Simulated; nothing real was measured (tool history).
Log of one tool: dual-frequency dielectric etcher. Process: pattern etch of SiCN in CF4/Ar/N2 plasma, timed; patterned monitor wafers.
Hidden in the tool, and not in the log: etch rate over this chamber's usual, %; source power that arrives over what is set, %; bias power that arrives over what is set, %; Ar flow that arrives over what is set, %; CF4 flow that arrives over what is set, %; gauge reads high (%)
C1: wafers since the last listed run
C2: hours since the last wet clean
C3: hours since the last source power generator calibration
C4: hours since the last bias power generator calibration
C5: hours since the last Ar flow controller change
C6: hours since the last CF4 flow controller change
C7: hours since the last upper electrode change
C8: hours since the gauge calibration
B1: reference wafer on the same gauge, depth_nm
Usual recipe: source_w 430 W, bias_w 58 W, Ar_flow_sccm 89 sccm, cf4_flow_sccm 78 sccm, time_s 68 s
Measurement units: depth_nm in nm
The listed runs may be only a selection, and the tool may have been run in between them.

run 1 day=0 | source_w=430 bias_w=58 Ar_flow_sccm=89 cf4_flow_sccm=78 time_s=68 | C1=0 C2=513.8 C3=2297.3 C4=848.8 C5=1359.4 C6=4379.4 C7=1277.3 C8=87.9 | B1=59.2 | depth_nm=51.8
run 2 day=1.996 | source_w=430 bias_w=58 Ar_flow_sccm=89 cf4_flow_sccm=78 time_s=68 | C1=683 C2=561.7 C3=2345.2 C4=896.7 C5=1407.3 C6=4427.3 C7=1325.2 C8=135.8 | B1=59.2 | depth_nm=51.7
-- day=3.033 wet clean of the chamber
run 3 day=6.362 | source_w=430 bias_w=58 Ar_flow_sccm=89 cf4_flow_sccm=78 time_s=68 | C1=1153 C2=79.9 C3=2450 C4=1001.5 C5=1512.1 C6=4532.1 C7=1430 C8=240.6 | B1=59.2 | depth_nm=51.9
run 4 day=9.95 | source_w=430 bias_w=58 Ar_flow_sccm=89 cf4_flow_sccm=78 time_s=68 | C1=1229 C2=166 C3=2536.1 C4=1087.6 C5=1598.2 C6=4618.2 C7=1516.1 C8=326.7 | B1=59.2 | depth_nm=51.9
run 5 day=11.504 | source_w=430 bias_w=58 Ar_flow_sccm=94 cf4_flow_sccm=78 time_s=68 | C1=532 C2=203.3 C3=2573.4 C4=1124.9 C5=1635.5 C6=4655.5 C7=1553.4 C8=364 | B1=59.2 | depth_nm=51.3
run 6 day=13.329 | source_w=430 bias_w=58 Ar_flow_sccm=94 cf4_flow_sccm=78 time_s=68 | C1=625 C2=247.1 C3=2617.2 C4=1168.7 C5=1679.3 C6=4699.3 C7=1597.2 C8=407.8 | B1=59.2 | depth_nm=51.6
run 7 day=17.542 | source_w=430 bias_w=58 Ar_flow_sccm=89 cf4_flow_sccm=78 time_s=68 | C1=1443 C2=348.2 C3=2718.3 C4=1269.8 C5=1780.4 C6=4800.4 C7=1698.3 C8=508.9 | B1=59.2 | depth_nm=51.9
-- day=20.012 CF4 flow controller replaced
run 8 day=20.221 | source_w=510 bias_w=58 Ar_flow_sccm=89 cf4_flow_sccm=78 time_s=68 | C1=832 C2=412.5 C3=2782.6 C4=1334.1 C5=1844.7 C6=5 C7=1762.6 C8=573.2 | B1=59.2 | depth_nm=62.2
-- day=23.812 wet clean of the chamber
run 9 day=23.833 | source_w=510 bias_w=58 Ar_flow_sccm=89 cf4_flow_sccm=78 time_s=68 | C1=895 C2=0.5 C3=2869.3 C4=1420.8 C5=1931.4 C6=91.7 C7=1849.3 C8=659.9 | B1=59.2 | depth_nm=62.3
run 10 day=26.188 | source_w=510 bias_w=58 Ar_flow_sccm=89 cf4_flow_sccm=78 time_s=68 | C1=806 C2=57 C3=2925.8 C4=1477.3 C5=1987.9 C6=148.2 C7=1905.8 C8=716.4 | B1=59.2 | depth_nm=62.3
run 11 day=30.033 | source_w=370 bias_w=58 Ar_flow_sccm=89 cf4_flow_sccm=69 time_s=86 | C1=1317 C2=149.3 C3=3018.1 C4=1569.6 C5=2080.2 C6=240.5 C7=1998.1 C8=808.7 | B1=59.2 | depth_nm=55.2
run 12 day=34.429 | source_w=430 bias_w=58 Ar_flow_sccm=89 cf4_flow_sccm=78 time_s=68 | C1=1506 C2=254.8 C3=3123.6 C4=1675.1 C5=2185.7 C6=346 C7=2103.6 C8=914.2 | B1=59.2 | depth_nm=52.3
-- day=36.5 source power generator calibrated
-- day=37.283 upper electrode replaced
run 13 day=38.471 | source_w=430 bias_w=58 Ar_flow_sccm=89 cf4_flow_sccm=78 time_s=50 | C1=1059 C2=351.8 C3=47.3 C4=1772.1 C5=2282.7 C6=443 C7=28.5 C8=1011.2 | B1=59.2 | depth_nm=38.2
-- day=39.108 Ar flow controller replaced
run 14 day=40.371 | source_w=370 bias_w=58 Ar_flow_sccm=72 cf4_flow_sccm=68 time_s=68 | C1=565 C2=397.4 C3=92.9 C4=1817.7 C5=30.3 C6=488.6 C7=74.1 C8=1056.8 | B1=59.2 | depth_nm=45
-- day=40.583 bias power generator calibrated
-- day=44.329 gauge calibrated
-- day=45.183 wet clean of the chamber
run 15 day=47.233 | source_w=470 bias_w=45 Ar_flow_sccm=89 cf4_flow_sccm=62 time_s=55.5 | C1=1951 C2=49.2 C3=257.6 C4=159.6 C5=195 C6=653.3 C7=238.8 C8=69.7 | B1=59.2 | depth_nm=42.2
run 16 day=50.371 | source_w=430 bias_w=71 Ar_flow_sccm=89 cf4_flow_sccm=78 time_s=75 | C1=1075 C2=124.5 C3=332.9 C4=234.9 C5=270.3 C6=728.6 C7=314.1 C8=145 | B1=59.2 | depth_nm=59.7
run 17 day=53.762 | source_w=430 bias_w=46 Ar_flow_sccm=82 cf4_flow_sccm=60 time_s=55.5 | C1=1162 C2=205.9 C3=414.3 C4=316.3 C5=351.7 C6=810 C7=395.5 C8=226.4 | B1=59.2 | depth_nm=38.9
run 18 day=55.504 | source_w=430 bias_w=58 Ar_flow_sccm=89 cf4_flow_sccm=78 time_s=68 | C1=596 C2=247.7 C3=456.1 C4=358.1 C5=393.5 C6=851.8 C7=437.3 C8=268.2 | B1=59.2 | depth_nm=51.6
run 19 day=57.675 | source_w=430 bias_w=58 Ar_flow_sccm=89 cf4_flow_sccm=78 time_s=68 | C1=743 C2=299.8 C3=508.2 C4=410.2 C5=445.6 C6=903.9 C7=489.4 C8=320.3 | B1=59.2 | depth_nm=51.7

Run 20 comes next. What will it give?
run 20 day=61.746 | source_w=430 bias_w=58 Ar_flow_sccm=89 cf4_flow_sccm=78 time_s=68 | C1=1394 C2=397.5 C3=605.9 C4=507.9 C5=543.3 C6=1001.6 C7=587.1 C8=418 | B1=? | depth_nm=?

{"run 20": {"B1": 59.2, "depth_nm": 51.5}}
The same run, on a tool lacking any hidden state, would have yielded depth_nm 51.4 nm.
